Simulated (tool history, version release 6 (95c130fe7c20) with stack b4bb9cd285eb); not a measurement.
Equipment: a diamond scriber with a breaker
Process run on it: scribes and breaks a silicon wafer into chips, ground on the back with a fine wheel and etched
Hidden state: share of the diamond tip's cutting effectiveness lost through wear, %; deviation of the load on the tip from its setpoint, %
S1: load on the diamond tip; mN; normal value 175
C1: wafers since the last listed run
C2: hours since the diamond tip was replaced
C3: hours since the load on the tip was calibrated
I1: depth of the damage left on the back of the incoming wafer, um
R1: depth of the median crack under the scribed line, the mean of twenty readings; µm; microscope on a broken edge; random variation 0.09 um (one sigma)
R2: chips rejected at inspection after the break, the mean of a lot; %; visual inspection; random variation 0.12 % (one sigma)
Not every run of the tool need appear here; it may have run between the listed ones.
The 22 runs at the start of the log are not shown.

{"run": 23, "hour": 585.6, "S1": 226, "C1": 47, "C2": 582.2, "C3": 860.6, "I1": 0.51, "R1": 9.41, "R2": 1.96}
{"run": 24, "hour": 619.8, "S1": 195, "C1": 51, "C2": 616.4, "C3": 894.8, "I1": 0.71, "R1": 8.51, "R2": 2.0}
{"run": 25, "hour": 641.3, "S1": 124, "C1": 32, "C2": 637.9, "C3": 916.3, "I1": 0.79, "R1": 6.57, "R2": 9.39}
{"hour": 643.4, "done": "diamond tip replaced by a new one"}
{"run": 26, "hour": 669.6, "S1": 175, "C1": 39, "C2": 26.2, "C3": 944.6, "I1": 0.45, "R1": 8.68, "R2": 1.97}
{"run": 27, "hour": 687.8, "S1": 221, "C1": 27, "C2": 44.4, "C3": 962.8, "I1": 0.74, "R1": 10.01, "R2": 3.22}
{"run": 28, "hour": 715.4, "S1": 175, "C1": 41, "C2": 72.0, "C3": 990.4, "I1": 0.65, "R1": 8.77, "R2": 1.47}
{"hour": 741.5, "done": "load on the tip recalibrated"}
{"run": 29, "hour": 747.6, "S1": 175, "C1": 45, "C2": 104.2, "C3": 6.1, "I1": 0.71, "R1": 8.52, "R2": 1.68}
{"run": 30, "hour": 771.5, "S1": 133, "C1": 36, "C2": 128.1, "C3": 30.0, "I1": 0.4, "R1": 7.34, "R2": 5.97}
{"run": 31, "hour": 807.1, "S1": 210, "C1": 53, "C2": 163.7, "C3": 65.6, "I1": 0.68, "R1": 9.5, "R2": 2.6}
{"run": 32, "hour": 823.2, "S1": 221, "C1": 24, "C2": 179.8, "C3": 81.7, "I1": 0.64, "R1": 9.72, "R2": 2.7}
{"run": 33, "hour": 901.3, "S1": 150, "C1": 118, "C2": 257.9, "C3": 159.8, "I1": 0.76, "R1": 7.82, "R2": 3.57}
{"run": 34, "hour": 925.8, "S1": 222, "C1": 37, "C2": 282.4, "C3": 184.3, "I1": 0.73, "R1": 9.71, "R2": 2.28}
{"run": 35, "hour": 942.5, "S1": 141, "C1": 25, "C2": 299.1, "C3": 201.0, "I1": 0.64, "R1": 7.52, "R2": 4.87}
{"run": 36, "hour": 969.8, "S1": 207, "C1": 41, "C2": 326.4, "C3": 228.3, "I1": 0.33, "R1": 9.24, "R2": 1.7}
{"run": 37, "hour": 1005.1, "S1": 175, "C1": 53, "C2": 361.7, "C3": 263.6, "I1": 0.58, "R1": 8.29, "R2": 2.31}
{"run": 38, "hour": 1021.6, "S1": 175, "C1": 24, "C2": 378.2, "C3": 280.1, "I1": 0.41, "R1": 8.17, "R2": 1.93}
{"run": 39, "hour": 1034.2, "S1": 127, "C1": 19, "C2": 390.8, "C3": 292.7, "I1": 0.45, "R1": 7.05, "R2": 8.36}
{"run": 40, "hour": 1055.2, "S1": 193, "C1": 31, "C2": 411.8, "C3": 313.7, "I1": 0.45, "R1": 8.74, "R2": 1.8}
{"run": 41, "hour": 1089.3, "S1": 195, "C1": 51, "C2": 445.9, "C3": 347.8, "I1": 0.78, "R1": 8.74, "R2": 1.55}
{"run": 42, "hour": 1109.4, "S1": 224, "C1": 30, "C2": 466.0, "C3": 367.9, "I1": 0.74, "R1": 9.32, "R2": 2.26}

Each row is a separate what-if for the run after 42, all from the same tool condition, not one after another. Results?
{"run": "A", "hour": 1110.0, "S1": 199, "C1": 0, "C2": 466.6, "C3": 368.5, "I1": 0.45, "R1": "?", "R2": "?"}
{"run": "B", "hour": 1110.0, "S1": 194, "C1": 0, "C2": 466.6, "C3": 368.5, "I1": 0.45, "R1": "?", "R2": "?"}
{"run": "C", "hour": 1110.0, "S1": 205, "C1": 0, "C2": 466.6, "C3": 368.5, "I1": 0.45, "R1": "?", "R2": "?"}
{"run": "D", "hour": 1110.0, "S1": 209, "C1": 0, "C2": 466.6, "C3": 368.5, "I1": 0.45, "R1": "?", "R2": "?"}

run=A R1=8.81 R2=1.52
run=B R1=8.68 R2=1.57
run=C R1=8.96 R2=1.52
run=D R1=9.06 R2=1.55
Take away the tool's hidden state, keep each run's random variation, and the runs would have read:
run=A R1=9.57 R2=2.06
run=B R1=9.43 R2=1.86
run=C R1=9.74 R2=2.34
run=D R1=9.85 R2=2.56

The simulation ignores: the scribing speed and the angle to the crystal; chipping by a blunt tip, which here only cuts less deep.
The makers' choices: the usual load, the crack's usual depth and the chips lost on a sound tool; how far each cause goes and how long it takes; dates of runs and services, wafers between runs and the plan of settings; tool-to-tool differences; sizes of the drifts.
